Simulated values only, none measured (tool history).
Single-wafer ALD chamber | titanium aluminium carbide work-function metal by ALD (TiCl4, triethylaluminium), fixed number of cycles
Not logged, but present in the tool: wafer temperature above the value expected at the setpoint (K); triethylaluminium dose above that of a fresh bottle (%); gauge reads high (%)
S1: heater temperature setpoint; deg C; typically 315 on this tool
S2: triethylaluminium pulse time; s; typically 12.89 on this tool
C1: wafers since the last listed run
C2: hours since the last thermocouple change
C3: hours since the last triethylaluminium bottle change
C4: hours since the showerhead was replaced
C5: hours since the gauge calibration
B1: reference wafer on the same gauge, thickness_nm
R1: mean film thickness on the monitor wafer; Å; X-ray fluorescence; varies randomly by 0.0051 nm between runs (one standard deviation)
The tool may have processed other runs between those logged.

Run 1, hour 0: usual settings; C1 0; C2 804.8; C3 1169.4; C4 3336.3; C5 334.3; B1 1.83. Result: R1 21.61 Å.
At hour 3.1: gauge calibrated.
Run 2, hour 42: usual settings; C1 377; C2 846.8; C3 1211.4; C4 3378.3; C5 38.9; B1 1.83. Result: R1 21.55 Å.
Run 3, hour 102.7: usual settings; C1 545; C2 907.5; C3 1272.1; C4 3439; C5 99.6; B1 1.83. Result: R1 21.52 Å.
Run 4, hour 171.7: usual settings; C1 620; C2 976.5; C3 1341.1; C4 3508; C5 168.6; B1 1.83. Result: R1 21.47 Å.
At hour 207.7: thermocouple changed; heater temperature recalibrated.
Run 5, hour 208.2: usual settings; C1 256; C2 0.5; C3 1377.6; C4 3544.5; C5 205.1; B1 1.83. Result: R1 21.54 Å.
Run 6, hour 258.1: usual settings; C1 448; C2 50.4; C3 1427.5; C4 3594.4; C5 255; B1 1.83. Result: R1 21.5 Å.
At hour 289.1: showerhead replaced.
At hour 289.8: gauge calibrated.
Run 7, hour 293.8: usual settings; C1 249; C2 86.1; C3 1463.2; C4 4.7; C5 4; B1 1.83. Result: R1 21.6 Å.
Run 8, hour 332.7: usual settings; C1 349; C2 125; C3 1502.1; C4 43.6; C5 42.9; B1 1.83. Result: R1 21.48 Å.
Run 9, hour 377.8: usual settings; C1 405; C2 170.1; C3 1547.2; C4 88.7; C5 88; B1 1.829. Result: R1 21.48 Å.
At hour 393.2: triethylaluminium bottle replaced.
Run 10, hour 404.8: usual settings but S2 16.4 s; C1 170; C2 197.1; C3 11.6; C4 115.7; C5 115; B1 1.829. Result: R1 21.64 Å.
Run 11, hour 456.9: usual settings but S1 302 deg C, S2 7.77 s; C1 468; C2 249.2; C3 63.7; C4 167.8; C5 167.1; B1 1.831. Result: R1 19.19 Å.
Run 12, hour 540.8: usual settings but S1 308 deg C, S2 10.15 s; C1 754; C2 333.1; C3 147.6; C4 251.7; C5 251; B1 1.83. Result: R1 20.46 Å.
Run 13, hour 567.1: usual settings but S1 326 deg C, S2 16.79 s; C1 236; C2 359.4; C3 173.9; C4 278; C5 277.3; B1 1.83. Result: R1 22.75 Å.
Run 14, hour 620.6: usual settings; C1 481; C2 412.9; C3 227.4; C4 331.5; C5 330.8; B1 1.83. Result: R1 21.47 Å.

What does the tool deliver on the next run?
Run 15, hour 646.4: usual settings but S1 306 deg C, S2 8.74 s; C1 231; C2 438.7; C3 253.2; C4 357.3; C5 356.6; B1 ?. Result: R1 ?.

Run 15 came out at B1 1.831, R1 19.91 Å.
Were there no unlogged condition in the tool, this run, its random variation unchanged, would have produced R1 19.91 Å.
